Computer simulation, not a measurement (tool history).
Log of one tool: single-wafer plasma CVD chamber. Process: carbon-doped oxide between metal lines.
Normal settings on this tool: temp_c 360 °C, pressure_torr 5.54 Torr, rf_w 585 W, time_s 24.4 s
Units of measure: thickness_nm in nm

run,hour,temp_c,pressure_torr,rf_w,time_s,wafers since the last listed run,hours since the last thermocouple change,hours since the last RF generator calibration,hours since the last manometer calibration,hours since the showerhead was replaced,hours since the gauge calibration,"read-back reference wafer on the same gauge, thickness_nm",thickness_nm
1,0.0,356,5.54,585,24.4,0,1833.0,729.1,1044.9,5154.3,136.5,153.982,137.630
2,15.6,356,5.54,585,24.4,486,1848.6,744.7,1060.5,5169.9,152.1,154.091,137.714
3,44.5,356,5.54,585,24.4,901,1877.5,773.6,1089.4,5198.8,181.0,153.985,137.762
4,64.9,360,5.54,585,24.4,636,1897.9,794.0,1109.8,5219.2,201.4,153.995,136.078
5,96.7,360,5.54,585,24.4,992,1929.7,825.8,1141.6,5251.0,233.2,154.023,135.036
6,129.6,360,5.54,585,24.4,1026,1962.6,858.7,1174.5,5283.9,266.1,153.940,135.679
7,156.6,360,5.54,620,24.4,842,1989.6,885.7,1201.5,5310.9,293.1,153.990,137.598
8,187.1,360,5.54,620,24.4,951,2020.1,916.2,1232.0,5341.4,323.6,154.004,137.938
9,202.6,360,5.54,585,24.4,483,2035.6,931.7,1247.5,5356.9,339.1,153.938,134.840
10,217.2,360,5.54,585,24.4,455,2050.2,946.3,1262.1,5371.5,353.7,154.007,134.494
# hour 232.9: RF generator calibrated
11,235.6,360,6.90,585,24.4,324,2068.6,2.7,1280.5,5389.9,372.1,154.070,141.246
# hour 251.1: capacitance manometer re-zeroed and calibrated
# hour 257.7: gauge calibrated
12,260.4,360,5.54,490,19.8,524,2093.4,27.5,9.3,5414.7,2.7,154.002,106.066
# hour 278.2: showerhead replaced
13,285.6,360,6.59,635,24.4,536,2118.6,52.7,34.5,7.4,27.9,153.919,145.420
14,320.4,360,5.54,585,24.4,1085,2153.4,87.5,69.3,42.2,62.7,153.989,138.473
# hour 332.4: thermocouple changed; heater temperature recalibrated
15,335.8,360,5.54,680,28.9,230,3.4,102.9,84.7,57.6,78.1,154.036,172.220
16,352.6,365,5.54,500,24.4,524,20.2,119.7,101.5,74.4,94.9,153.949,128.858
17,372.4,360,5.54,680,24.4,617,40.0,139.5,121.3,94.2,114.7,154.079,145.827
18,407.0,369,6.22,525,27.5,1079,74.6,174.1,155.9,128.8,149.3,154.005,146.954
19,426.2,352,4.28,585,24.4,599,93.8,193.3,175.1,148.0,168.5,153.959,136.608
20,456.1,360,5.54,585,24.4,932,123.7,223.2,205.0,177.9,198.4,153.949,138.201

For each run, the measured value with the value that run would have given without the tool's hidden condition subtracted. The run-to-run variation is shared by both, the gauge scatter possibly not:
Unlogged tool condition in this case: wafer temperature above the value expected at the setpoint (K); delivered RF power above the setpoint (%); true pressure above the setpoint (%); gauge reads high (%).
run,thickness_nm
1,-2.218
2,-2.310
3,-2.483
4,-2.578
5,-2.758
6,-2.988
7,-3.219
8,-3.447
9,-3.483
10,-3.582
11,-0.297
12,-0.232
13,-0.317
14,-0.320
15,-0.413
16,-0.331
17,-0.384
18,-0.443
19,-0.428
20,-0.481
